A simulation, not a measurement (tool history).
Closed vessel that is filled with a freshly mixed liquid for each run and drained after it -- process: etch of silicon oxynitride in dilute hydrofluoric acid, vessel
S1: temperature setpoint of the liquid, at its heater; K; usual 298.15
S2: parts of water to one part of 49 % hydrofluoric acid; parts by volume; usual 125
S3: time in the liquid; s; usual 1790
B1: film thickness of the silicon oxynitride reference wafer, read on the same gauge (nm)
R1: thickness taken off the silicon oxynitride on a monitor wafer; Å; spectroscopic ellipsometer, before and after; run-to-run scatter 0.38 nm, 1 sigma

run     day      S1   S2    S3      B1     R1
  1       0  298.15  110  1790  149.99  662.3
  2   0.454  298.15  110  1790  150.04  662.9
  3     0.9  298.15  110  1790  150.02  667.5
  4   1.192  294.15  125  1790  149.99  471.8
  5     1.9  294.15  125  1790  149.99  481.9
      3.675  -- gauge calibrated
  6   3.783  294.15  125  1790  150.03  485.3
  7   4.233  298.15  125  1790  150.01  581.7
  8   4.904  298.15  160  1300  150.01  327.9
  9   5.192  298.15  125  1790  150.01  588.9
 10   5.925  298.15  175  1790  150.03  406.5
 11   6.471  298.15  125  1790  150.05  593.7
 12   6.967  298.15  110  1790     150  686.8
 13   7.275  298.15  165  2620  149.99  639.1
 14       8  298.15  110  1790  149.99  692.5
 15   8.262  298.15  125  2560  150.03  846.4
 16   8.629  301.15   95  1110  149.98  582.6
 17   8.925  298.15  125  1205     150  407.9
      9.079  -- hydrofluoric acid flow meter replaced
      9.342  -- thermometer replaced
 18   9.658  300.65  125  1790  149.99  628.1
 19  10.333  294.15  180  1410  150.02  242.4
 20  10.633  294.65  155  2300  150.02  482.2
 21  11.188  298.15  125  1790  149.94  560.3
 22  11.525  298.15  125  2850  150.02    902
 23  12.042  301.15  125  2150  149.99  769.1

3 ways to go on from here, each from the tool as it stands after run 23. What would each give?
  A  12.088  298.15  155  1790   ?   ?
  B  12.088  294.65  125  1790   ?   ?
  C  12.088  293.15  125  1790   ?   ?

run      B1     R1
  A  150.02  439.4
  B  150.02  473.6
  C  150.02  440.7
The same runs, with their run-to-run variation unchanged, on a tool lacking any hidden condition would have given:
run     R1
  A  427.5
  B  461.2
  C  429.2
